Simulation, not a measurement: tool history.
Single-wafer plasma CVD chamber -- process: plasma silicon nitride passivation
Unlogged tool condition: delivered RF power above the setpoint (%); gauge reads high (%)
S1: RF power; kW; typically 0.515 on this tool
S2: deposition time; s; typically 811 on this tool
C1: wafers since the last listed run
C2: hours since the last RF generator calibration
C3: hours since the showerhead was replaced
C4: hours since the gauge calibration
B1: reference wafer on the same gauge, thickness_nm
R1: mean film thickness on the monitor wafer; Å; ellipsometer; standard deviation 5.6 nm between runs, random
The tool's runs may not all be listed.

run 1 hour=0.0 | S1=0.515 S2=811 | C1=0 C2=2083.3 C3=3006.6 C4=1617.7 | B1=1169.692 | R1=13227.74
run 2 hour=36.8 | S1=0.515 S2=763 | C1=80 C2=2120.1 C3=3043.4 C4=1654.5 | B1=1169.560 | R1=12459.13
run 3 hour=127.1 | S1=0.515 S2=763 | C1=196 C2=2210.4 C3=3133.7 C4=1744.8 | B1=1169.700 | R1=12508.18
-- hour=153.1 RF generator calibrated
run 4 hour=170.8 | S1=0.515 S2=763 | C1=77 C2=17.7 C3=3177.4 C4=1788.5 | B1=1169.647 | R1=12713.16
run 5 hour=272.1 | S1=0.590 S2=811 | C1=220 C2=119.0 C3=3278.7 C4=1889.8 | B1=1170.333 | R1=14077.03
run 6 hour=352.2 | S1=0.590 S2=811 | C1=174 C2=199.1 C3=3358.8 C4=1969.9 | B1=1170.172 | R1=14050.33
run 7 hour=413.4 | S1=0.590 S2=811 | C1=133 C2=260.3 C3=3420.0 C4=2031.1 | B1=1170.921 | R1=13969.15
run 8 hour=520.7 | S1=0.575 S2=870 | C1=233 C2=367.6 C3=3527.3 C4=2138.4 | B1=1169.514 | R1=14953.69
run 9 hour=558.4 | S1=0.575 S2=870 | C1=82 C2=405.3 C3=3565.0 C4=2176.1 | B1=1169.509 | R1=14912.48
run 10 hour=611.4 | S1=0.515 S2=811 | C1=115 C2=458.3 C3=3618.0 C4=2229.1 | B1=1169.529 | R1=13463.57
run 11 hour=715.1 | S1=0.515 S2=811 | C1=225 C2=562.0 C3=3721.7 C4=2332.8 | B1=1171.497 | R1=13421.98
run 12 hour=823.1 | S1=0.515 S2=811 | C1=235 C2=670.0 C3=3829.7 C4=2440.8 | B1=1169.424 | R1=13508.15
run 13 hour=1036.9 | S1=0.515 S2=749 | C1=465 C2=883.8 C3=4043.5 C4=2654.6 | B1=1170.300 | R1=12313.16
-- hour=1081.4 showerhead replaced
run 14 hour=1085.0 | S1=0.515 S2=749 | C1=87 C2=931.9 C3=3.6 C4=2702.7 | B1=1168.841 | R1=12371.47
run 15 hour=1190.4 | S1=0.515 S2=811 | C1=229 C2=1037.3 C3=109.0 C4=2808.1 | B1=1171.386 | R1=13540.14
run 16 hour=1269.5 | S1=0.515 S2=811 | C1=172 C2=1116.4 C3=188.1 C4=2887.2 | B1=1169.943 | R1=13497.54
run 17 hour=1329.5 | S1=0.515 S2=811 | C1=130 C2=1176.4 C3=248.1 C4=2947.2 | B1=1168.863 | R1=13403.24
run 18 hour=1387.4 | S1=0.595 S2=811 | C1=126 C2=1234.3 C3=306.0 C4=3005.1 | B1=1170.727 | R1=13867.99
run 19 hour=1445.5 | S1=0.595 S2=811 | C1=126 C2=1292.4 C3=364.1 C4=3063.2 | B1=1170.597 | R1=13957.27
run 20 hour=1526.4 | S1=0.515 S2=879 | C1=176 C2=1373.3 C3=445.0 C4=3144.1 | B1=1169.441 | R1=14545.12
run 21 hour=1571.5 | S1=0.570 S2=931 | C1=98 C2=1418.4 C3=490.1 C4=3189.2 | B1=1169.021 | R1=15733.87
run 22 hour=1609.3 | S1=0.515 S2=811 | C1=82 C2=1456.2 C3=527.9 C4=3227.0 | B1=1170.637 | R1=13380.40
run 23 hour=1661.5 | S1=0.560 S2=893 | C1=113 C2=1508.4 C3=580.1 C4=3279.2 | B1=1169.187 | R1=15010.14
run 24 hour=1758.9 | S1=0.610 S2=811 | C1=211 C2=1605.8 C3=677.5 C4=3376.6 | B1=1170.225 | R1=14027.06
run 25 hour=1863.9 | S1=0.445 S2=908 | C1=228 C2=1710.8 C3=782.5 C4=3481.6 | B1=1170.276 | R1=14424.51
run 26 hour=1952.8 | S1=0.515 S2=811 | C1=193 C2=1799.7 C3=871.4 C4=3570.5 | B1=1170.233 | R1=13363.51
run 27 hour=2018.1 | S1=0.515 S2=763 | C1=142 C2=1865.0 C3=936.7 C4=3635.8 | B1=1169.126 | R1=12537.53
run 28 hour=2062.7 | S1=0.590 S2=932 | C1=97 C2=1909.6 C3=981.3 C4=3680.4 | B1=1169.806 | R1=15868.37
run 29 hour=2136.7 | S1=0.600 S2=927 | C1=161 C2=1983.6 C3=1055.3 C4=3754.4 | B1=1171.039 | R1=15782.70
run 30 hour=2192.1 | S1=0.515 S2=683 | C1=120 C2=2039.0 C3=1110.7 C4=3809.8 | B1=1168.956 | R1=11216.38
run 31 hour=2232.5 | S1=0.515 S2=811 | C1=87 C2=2079.4 C3=1151.1 C4=3850.2 | B1=1170.212 | R1=13301.58
run 32 hour=2276.0 | S1=0.515 S2=811 | C1=94 C2=2122.9 C3=1194.6 C4=3893.7 | B1=1170.639 | R1=13310.47
-- hour=2316.1 gauge calibrated
run 33 hour=2321.8 | S1=0.570 S2=931 | C1=99 C2=2168.7 C3=1240.4 C4=5.7 | B1=1169.708 | R1=15575.34
-- hour=2367.9 RF generator calibrated
run 34 hour=2368.4 | S1=0.515 S2=811 | C1=84 C2=0.5 C3=1287.0 C4=52.3 | B1=1169.915 | R1=13534.92
run 35 hour=2445.0 | S1=0.515 S2=905 | C1=166 C2=77.1 C3=1363.6 C4=128.9 | B1=1170.473 | R1=15063.73
run 36 hour=2517.8 | S1=0.415 S2=811 | C1=158 C2=149.9 C3=1436.4 C4=201.7 | B1=1170.587 | R1=12863.28
run 37 hour=2806.3 | S1=0.565 S2=811 | C1=627 C2=438.4 C3=1724.9 C4=490.2 | B1=1170.892 | R1=13735.51
run 38 hour=2883.2 | S1=0.515 S2=811 | C1=167 C2=515.3 C3=1801.8 C4=567.1 | B1=1170.206 | R1=13556.90
run 39 hour=2968.2 | S1=0.515 S2=811 | C1=185 C2=600.3 C3=1886.8 C4=652.1 | B1=1169.815 | R1=13459.42
run 40 hour=3010.2 | S1=0.550 S2=811 | C1=91 C2=642.3 C3=1928.8 C4=694.1 | B1=1170.277 | R1=13755.66
run 41 hour=3067.5 | S1=0.475 S2=671 | C1=124 C2=699.6 C3=1986.1 C4=751.4 | B1=1169.908 | R1=10923.76
run 42 hour=3159.3 | S1=0.515 S2=811 | C1=199 C2=791.4 C3=2077.9 C4=843.2 | B1=1170.212 | R1=13367.70
run 43 hour=3221.4 | S1=0.585 S2=925 | C1=135 C2=853.5 C3=2140.0 C4=905.3 | B1=1169.745 | R1=15807.76
run 44 hour=3322.4 | S1=0.585 S2=811 | C1=219 C2=954.5 C3=2241.0 C4=1006.3 | B1=1169.601 | R1=13955.75

Run by run, hidden condition taken away, random variation retained:
run=1 R1=13485.32
run=2 R1=12709.84
run=3 R1=12780.51
run=4 R1=12732.71
run=5 R1=14099.43
run=6 R1=14074.08
run=7 R1=13994.29
run=8 R1=14984.52
run=9 R1=14944.92
run=10 R1=13495.25
run=11 R1=13459.11
run=12 R1=13552.54
run=13 R1=12369.68
run=14 R1=12432.51
run=15 R1=13618.04
run=16 R1=13584.30
run=17 R1=13496.71
run=18 R1=13972.40
run=19 R1=14070.54
run=20 R1=14675.70
run=21 R1=15883.08
run=22 R1=13513.14
run=23 R1=15168.41
run=24 R1=14192.18
run=25 R1=14614.75
run=26 R1=13556.84
run=27 R1=12731.25
run=28 R1=16124.58
run=29 R1=16056.37
run=30 R1=11421.28
run=31 R1=13553.82
run=32 R1=13573.08
run=33 R1=15895.50
run=34 R1=13583.12
run=35 R1=15117.71
run=36 R1=12910.22
run=37 R1=13794.78
run=38 R1=13619.31
run=39 R1=13526.40
run=40 R1=13826.95
run=41 R1=10983.68
run=42 R1=13448.27
run=43 R1=15909.43
run=44 R1=14055.63
